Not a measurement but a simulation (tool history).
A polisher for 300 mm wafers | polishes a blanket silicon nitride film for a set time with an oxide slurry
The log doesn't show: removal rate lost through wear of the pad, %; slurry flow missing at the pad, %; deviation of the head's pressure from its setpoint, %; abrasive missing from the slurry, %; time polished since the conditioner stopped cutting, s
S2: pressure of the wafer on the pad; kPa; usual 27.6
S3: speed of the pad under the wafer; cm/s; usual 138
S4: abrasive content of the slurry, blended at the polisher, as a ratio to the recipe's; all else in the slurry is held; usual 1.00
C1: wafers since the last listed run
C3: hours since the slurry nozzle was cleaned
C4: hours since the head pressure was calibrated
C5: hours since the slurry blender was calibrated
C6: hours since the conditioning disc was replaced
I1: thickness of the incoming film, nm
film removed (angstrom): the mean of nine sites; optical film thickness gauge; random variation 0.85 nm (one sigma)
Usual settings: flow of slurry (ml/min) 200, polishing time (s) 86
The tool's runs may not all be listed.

Run 1, hour 0.0: usual settings; C1 0; wafers polished on this pad 405; C3 318.8; C4 570.5; C5 325.9; C6 101.3; I1 427.1. Result: film removed (angstrom) 569.
Run 2, hour 7.3: usual settings; C1 96; wafers polished on this pad 502; C3 326.1; C4 577.8; C5 333.2; C6 108.6; I1 422.9. Result: film removed (angstrom) 558.
Run 3, hour 17.4: usual settings; C1 134; wafers polished on this pad 636; C3 336.2; C4 587.9; C5 343.3; C6 118.7; I1 420.0. Result: film removed (angstrom) 549.
Run 4, hour 29.6: usual settings; C1 161; wafers polished on this pad 797; C3 348.4; C4 600.1; C5 355.5; C6 130.9; I1 421.5. Result: film removed (angstrom) 562.
Run 5, hour 39.8: usual settings but S4 0.85; C1 135; wafers polished on this pad 933; C3 358.6; C4 610.3; C5 365.7; C6 141.1; I1 417.6. Result: film removed (angstrom) 518.
Run 6, hour 54.3: usual settings but S4 0.85; C1 192; wafers polished on this pad 1125; C3 373.1; C4 624.8; C5 380.2; C6 155.6; I1 411.3. Result: film removed (angstrom) 509.
Run 7, hour 70.8: usual settings but flow of slurry (ml/min) 255; C1 218; wafers polished on this pad 1344; C3 389.6; C4 641.3; C5 396.7; C6 172.1; I1 414.4. Result: film removed (angstrom) 593.
At hour 83.5: worn pad replaced by a new one.
At hour 89.3: slurry nozzle cleaned.
At hour 90.1: conditioning disc replaced and pad reconditioned.
Run 8, hour 90.6: usual settings but flow of slurry (ml/min) 255; C1 186; wafers polished on this pad 71; C3 1.3; C4 661.1; C5 416.5; C6 0.5; I1 422.1. Result: film removed (angstrom) 632.
At hour 96.4: slurry blender recalibrated.
Run 9, hour 101.9: usual settings but polishing time (s) 93; C1 123; wafers polished on this pad 194; C3 12.6; C4 672.4; C5 5.5; C6 11.8; I1 416.0. Result: film removed (angstrom) 670.
At hour 108.8: head pressure recalibrated.
Run 10, hour 117.4: usual settings but S3 168 cm/s, polishing time (s) 58; C1 179; wafers polished on this pad 373; C3 28.1; C4 8.6; C5 21.0; C6 27.3; I1 421.9. Result: film removed (angstrom) 480.
Run 11, hour 139.0: usual settings; C1 286; wafers polished on this pad 660; C3 49.7; C4 30.2; C5 42.6; C6 48.9; I1 416.0. Result: film removed (angstrom) 594.
Run 12, hour 155.7: usual settings but flow of slurry (ml/min) 165, S2 22.8 kPa, S3 160 cm/s, S4 0.90; C1 221; wafers polished on this pad 881; C3 66.4; C4 46.9; C5 59.3; C6 65.6; I1 422.0. Result: film removed (angstrom) 494.
Run 13, hour 165.3: usual settings but S2 17.9 kPa; C1 127; wafers polished on this pad 1009; C3 76.0; C4 56.5; C5 68.9; C6 75.2; I1 416.5. Result: film removed (angstrom) 383.
Run 14, hour 181.8: usual settings; C1 218; wafers polished on this pad 1228; C3 92.5; C4 73.0; C5 85.4; C6 91.7; I1 418.1. Result: film removed (angstrom) 590.
Run 15, hour 197.1: usual settings but flow of slurry (ml/min) 265, S2 19.3 kPa; C1 203; wafers polished on this pad 1431; C3 107.8; C4 88.3; C5 100.7; C6 107.0; I1 414.3. Result: film removed (angstrom) 432.
At hour 202.8: worn pad replaced by a new one.
Run 16, hour 205.4: usual settings but S3 94 cm/s; C1 57; wafers polished on this pad 34; C3 116.1; C4 96.6; C5 109.0; C6 115.3; I1 418.3. Result: film removed (angstrom) 432.
At hour 241.9: conditioning disc replaced and pad reconditioned.
Run 17, hour 245.0: usual settings but flow of slurry (ml/min) 230, S3 112 cm/s, S4 1.30, polishing time (s) 106; C1 498; wafers polished on this pad 533; C3 155.7; C4 136.2; C5 148.6; C6 3.1; I1 426.2. Result: film removed (angstrom) 696.
Run 18, hour 253.8: usual settings; C1 116; wafers polished on this pad 650; C3 164.5; C4 145.0; C5 157.4; C6 11.9; I1 411.4. Result: film removed (angstrom) 575.
Run 19, hour 269.5: usual settings but S2 34.5 kPa, polishing time (s) 97; C1 208; wafers polished on this pad 858; C3 180.2; C4 160.7; C5 173.1; C6 27.6; I1 418.3. Result: film removed (angstrom) 821.
Run 20, hour 281.3: usual settings but flow of slurry (ml/min) 165, S2 22.8 kPa, S3 160 cm/s, S4 0.90; C1 156; wafers polished on this pad 1015; C3 192.0; C4 172.5; C5 184.9; C6 39.4; I1 421.0. Result: film removed (angstrom) 474.
Run 21, hour 288.8: usual settings but S2 36.5 kPa, S4 0.75; C1 99; wafers polished on this pad 1114; C3 199.5; C4 180.0; C5 192.4; C6 46.9; I1 419.3. Result: film removed (angstrom) 637.
At hour 298.6: worn pad replaced by a new one.
Run 22, hour 302.7: usual settings but flow of slurry (ml/min) 230, S4 0.80, polishing time (s) 106; C1 131; wafers polished on this pad 54; C3 213.4; C4 193.9; C5 206.3; C6 60.8; I1 418.7. Result: film removed (angstrom) 632.
Run 23, hour 315.6: usual settings; C1 171; wafers polished on this pad 225; C3 226.3; C4 206.8; C5 219.2; C6 73.7; I1 414.0. Result: film removed (angstrom) 578.
Run 24, hour 321.7: usual settings; C1 80; wafers polished on this pad 306; C3 232.4; C4 212.9; C5 225.3; C6 79.8; I1 418.6. Result: film removed (angstrom) 566.
Run 25, hour 336.1: usual settings but S2 31.0 kPa, polishing time (s) 100; C1 191; wafers polished on this pad 497; C3 246.8; C4 227.3; C5 239.7; C6 94.2; I1 412.0. Result: film removed (angstrom) 742.

Run 26 comes next. What will it give?
Run 26, hour 350.6: usual settings but S4 1.20; C1 192; wafers polished on this pad 690; C3 261.3; C4 241.8; C5 254.2; C6 108.7; I1 421.9. Result: film removed (angstrom) ?.

film removed (angstrom): 610
Without the tool's hidden state the same run would have given film removed (angstrom) 671.
